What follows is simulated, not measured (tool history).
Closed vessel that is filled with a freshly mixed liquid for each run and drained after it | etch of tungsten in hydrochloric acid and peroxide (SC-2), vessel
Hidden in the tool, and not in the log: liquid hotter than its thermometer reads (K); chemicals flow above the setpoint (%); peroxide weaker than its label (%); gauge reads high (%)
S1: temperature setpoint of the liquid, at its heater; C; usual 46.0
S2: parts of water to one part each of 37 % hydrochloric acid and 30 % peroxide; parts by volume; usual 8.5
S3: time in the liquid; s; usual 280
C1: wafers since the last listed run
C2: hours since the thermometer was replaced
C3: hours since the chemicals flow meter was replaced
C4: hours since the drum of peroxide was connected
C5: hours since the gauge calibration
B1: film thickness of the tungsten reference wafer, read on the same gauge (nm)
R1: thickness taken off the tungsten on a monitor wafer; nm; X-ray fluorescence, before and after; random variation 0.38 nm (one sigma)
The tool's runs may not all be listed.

run 1 hour=0.0 | S1=46.0 S2=8.5 S3=280 | C1=0 C2=1992.3 C3=628.2 C4=530.8 C5=193.6 | B1=100.00 | R1=50.80
run 2 hour=48.0 | S1=49.5 S2=8.5 S3=280 | C1=5628 C2=2040.3 C3=676.2 C4=578.8 C5=241.6 | B1=99.99 | R1=64.23
run 3 hour=92.3 | S1=49.5 S2=8.5 S3=280 | C1=5194 C2=2084.6 C3=720.5 C4=623.1 C5=285.9 | B1=99.98 | R1=63.99
run 4 hour=142.5 | S1=46.0 S2=11.5 S3=280 | C1=5886 C2=2134.8 C3=770.7 C4=673.3 C5=336.1 | B1=100.02 | R1=39.40
run 5 hour=174.1 | S1=46.0 S2=8.5 S3=280 | C1=3705 C2=2166.4 C3=802.3 C4=704.9 C5=367.7 | B1=100.00 | R1=50.13
run 6 hour=244.8 | S1=46.0 S2=8.5 S3=280 | C1=8289 C2=2237.1 C3=873.0 C4=775.6 C5=438.4 | B1=100.00 | R1=50.14
run 7 hour=306.6 | S1=46.0 S2=6.5 S3=280 | C1=7246 C2=2298.9 C3=934.8 C4=837.4 C5=500.2 | B1=100.01 | R1=61.89
-- hour=348.0 thermometer replaced
-- hour=445.7 gauge calibrated
run 8 hour=517.6 | S1=46.0 S2=8.5 S3=280 | C1=24622 C2=169.6 C3=1145.8 C4=1048.4 C5=71.9 | B1=99.98 | R1=49.05
-- hour=519.5 new drum of peroxide connected
-- hour=520.8 chemicals flow meter replaced
run 9 hour=544.7 | S1=46.0 S2=8.5 S3=280 | C1=2943 C2=196.7 C3=23.9 C4=25.2 C5=99.0 | B1=99.99 | R1=52.53
run 10 hour=611.3 | S1=46.0 S2=8.5 S3=280 | C1=7808 C2=263.3 C3=90.5 C4=91.8 C5=165.6 | B1=99.99 | R1=53.01
run 11 hour=637.2 | S1=46.0 S2=12.0 S3=280 | C1=3036 C2=289.2 C3=116.4 C4=117.7 C5=191.5 | B1=100.02 | R1=38.44
run 12 hour=708.5 | S1=38.0 S2=12.0 S3=170 | C1=8360 C2=360.5 C3=187.7 C4=189.0 C5=262.8 | B1=100.00 | R1=13.61
run 13 hour=746.4 | S1=54.5 S2=6.0 S3=435 | C1=4443 C2=398.4 C3=225.6 C4=226.9 C5=300.7 | B1=100.01 | R1=187.02
run 14 hour=805.2 | S1=38.5 S2=10.5 S3=355 | C1=6894 C2=457.2 C3=284.4 C4=285.7 C5=359.5 | B1=100.01 | R1=32.36
run 15 hour=846.6 | S1=46.0 S2=10.0 S3=405 | C1=4854 C2=498.6 C3=325.8 C4=327.1 C5=400.9 | B1=100.01 | R1=65.52
run 16 hour=879.3 | S1=42.0 S2=8.5 S3=280 | C1=3834 C2=531.3 C3=358.5 C4=359.8 C5=433.6 | B1=100.00 | R1=38.43
run 17 hour=922.9 | S1=46.0 S2=8.5 S3=280 | C1=5112 C2=574.9 C3=402.1 C4=403.4 C5=477.2 | B1=99.99 | R1=51.20
run 18 hour=963.1 | S1=46.0 S2=8.5 S3=280 | C1=4713 C2=615.1 C3=442.3 C4=443.6 C5=517.4 | B1=99.99 | R1=50.14
-- hour=972.4 gauge calibrated
run 19 hour=1013.1 | S1=50.0 S2=5.0 S3=325 | C1=5862 C2=665.1 C3=492.3 C4=493.6 C5=40.7 | B1=99.99 | R1=114.56
run 20 hour=1038.8 | S1=46.0 S2=11.5 S3=415 | C1=3013 C2=690.8 C3=518.0 C4=519.3 C5=66.4 | B1=100.00 | R1=58.74

5 ways to go on from here, each from the tool as it stands after run 20. What would each give?
run A hour=1039.5 | S1=46.0 S2=8.5 S3=280 | C1=82 C2=691.5 C3=518.7 C4=520.0 C5=67.1 | B1=? | R1=?
run B hour=1039.5 | S1=50.0 S2=10.0 S3=280 | C1=82 C2=691.5 C3=518.7 C4=520.0 C5=67.1 | B1=? | R1=?
run C hour=1039.5 | S1=53.0 S2=11.5 S3=370 | C1=82 C2=691.5 C3=518.7 C4=520.0 C5=67.1 | B1=? | R1=?
run D hour=1039.5 | S1=37.0 S2=8.5 S3=365 | C1=82 C2=691.5 C3=518.7 C4=520.0 C5=67.1 | B1=? | R1=?
run E hour=1039.5 | S1=50.5 S2=11.5 S3=330 | C1=82 C2=691.5 C3=518.7 C4=520.0 C5=67.1 | B1=? | R1=?

run=A B1=100.00 R1=50.39
run=B B1=100.00 R1=57.72
run=C B1=100.00 R1=82.62
run=D B1=100.00 R1=34.88
run=E B1=100.00 R1=62.49
Without the tool's hidden state the same runs would have given:
run=A R1=52.85
run=B R1=60.58
run=C R1=86.76
run=D R1=36.58
run=E R1=65.62
